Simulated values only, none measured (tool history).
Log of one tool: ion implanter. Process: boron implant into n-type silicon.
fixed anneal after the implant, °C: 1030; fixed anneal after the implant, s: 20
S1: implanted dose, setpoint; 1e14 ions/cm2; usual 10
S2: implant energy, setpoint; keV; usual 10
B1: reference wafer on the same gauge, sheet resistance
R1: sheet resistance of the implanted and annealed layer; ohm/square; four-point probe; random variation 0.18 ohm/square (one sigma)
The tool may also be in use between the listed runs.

run	hour	S1	S2	B1	R1
1	0	10	10	127	119.12
2	11.8	11.94	10	127	105.64
3	22.1	11.94	10	126.97	105.42
4	37.5	10	10	127.02	118.19
5	46.2	10	10	127	118.41
6	60.1	10	8	126.98	123.93
7	76.9	10	8	126.96	124.08
8	94.6	10	8	126.98	123.78
9	104.2	10	10	126.96	118.44
# hour 126.2: extraction supply calibrated
10	126.7	10	10	127.01	118.44
11	137.6	10	10	127.01	118.26
12	152.7	11.62	10	126.97	107.09
# hour 164: gauge calibrated
13	165.4	10	12	126.98	114.54
# hour 176.3: Faraday cup replaced and dose calibrated
14	176.8	10	12.5	127.05	116.57
15	186.6	11.55	13	126.94	103.99
16	199.8	10	8.5	126.99	124.41
17	207.4	10	10	127.04	120.93
18	224.7	10	10	127	121.13
19	234.8	7.33	7.5	127.01	160.31
20	245.8	8.43	10	127.01	138.18
21	259.3	10	7	126.96	130.13
22	277.3	12.08	7.5	126.97	114.68

Measured less the same run without the tool's hidden state. The same run-to-run variation is in both; the gauge's scatter may not be:
The hidden state here: deviation of the true dose from the Faraday cup's reading, %; deviation of the true energy from its setpoint, %; gauge reads high (%).
run	R1
1	-2.65
2	-2.01
3	-2.04
4	-2.77
5	-2.81
6	-2.72
7	-2.78
8	-2.84
9	-3.04
10	-3.13
11	-3.17
12	-2.55
13	-3.4
14	-0.44
15	-0.36
16	-0.41
17	-0.43
18	-0.43
19	-0.62
20	-0.55
21	-0.4
22	-0.29

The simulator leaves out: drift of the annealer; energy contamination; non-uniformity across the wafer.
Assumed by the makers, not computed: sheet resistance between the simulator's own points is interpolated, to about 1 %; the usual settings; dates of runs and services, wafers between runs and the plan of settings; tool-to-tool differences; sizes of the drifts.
